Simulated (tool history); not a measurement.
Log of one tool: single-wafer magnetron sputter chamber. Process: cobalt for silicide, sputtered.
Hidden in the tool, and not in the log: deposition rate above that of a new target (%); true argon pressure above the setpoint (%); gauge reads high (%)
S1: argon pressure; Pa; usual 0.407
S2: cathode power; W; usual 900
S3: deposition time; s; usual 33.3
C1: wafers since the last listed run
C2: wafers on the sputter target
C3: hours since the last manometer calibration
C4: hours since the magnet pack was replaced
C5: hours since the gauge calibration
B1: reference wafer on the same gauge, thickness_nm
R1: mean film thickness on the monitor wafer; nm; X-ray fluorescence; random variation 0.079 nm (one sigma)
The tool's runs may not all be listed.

run	hour	S1	S2	S3	C1	C2	C3	C4	C5	B1	R1
1	0	0.407	850	33.3	0	3670	2103.1	6514.1	63.4	12.493	13.722
2	16.7	0.407	800	33.3	409	4080	2119.8	6530.8	80.1	12.498	12.797
3	58.6	0.407	900	33.3	1028	5108	2161.7	6572.7	122	12.483	14.375
4	64.7	0.407	900	33.3	149	5257	2167.8	6578.8	128.1	12.513	14.46
# hour 78.4: sputter target and shields replaced
5	78.9	0.407	900	33.3	152	13	2182	6593	142.3	12.485	15.24
# hour 92.8: capacitance manometer re-zeroed and calibrated
6	93.3	0.533	900	33.3	157	170	0.5	6607.4	156.7	12.494	14.442
7	93.6	0.407	900	33.3	7	177	0.8	6607.7	157	12.522	15.205
8	110	0.407	1050	30.4	402	580	17.2	6624.1	173.4	12.488	15.952
# hour 119.2: gauge calibrated
# hour 128.6: magnet pack replaced
9	129.1	0.514	900	33.3	272	852	36.3	0.5	9.9	12.485	14.329
10	140.9	0.407	900	33.3	289	1142	48.1	12.3	21.7	12.509	14.747
11	156.4	0.407	900	33.3	380	1522	63.6	27.8	37.2	12.513	14.862
12	172.3	0.292	750	35.4	390	1912	79.5	43.7	53.1	12.491	13.511
13	189.2	0.533	900	33.3	414	2327	96.4	60.6	70	12.484	14.119
14	202	0.332	750	36.8	314	2641	109.2	73.4	82.8	12.516	13.759
15	209.4	0.308	900	38.5	181	2822	116.6	80.8	90.2	12.516	17.473

Hidden state or all else? Some run-to-run changes of R1, split into what the settings, what came in and random variation would give without the hidden state, and what is left for the hidden state (with any gauge scatter that isn't in both results):
Run 4 -> 5: sputter target and shields replaced. R1 +0.78 nm: hidden state +0.668, all else +0.112.
Run 14 -> 15: S1 0.332 -> 0.308, S2 750 -> 900, S3 36.8 -> 38.5. R1 +3.714 nm: hidden state -0.139, all else +3.853.
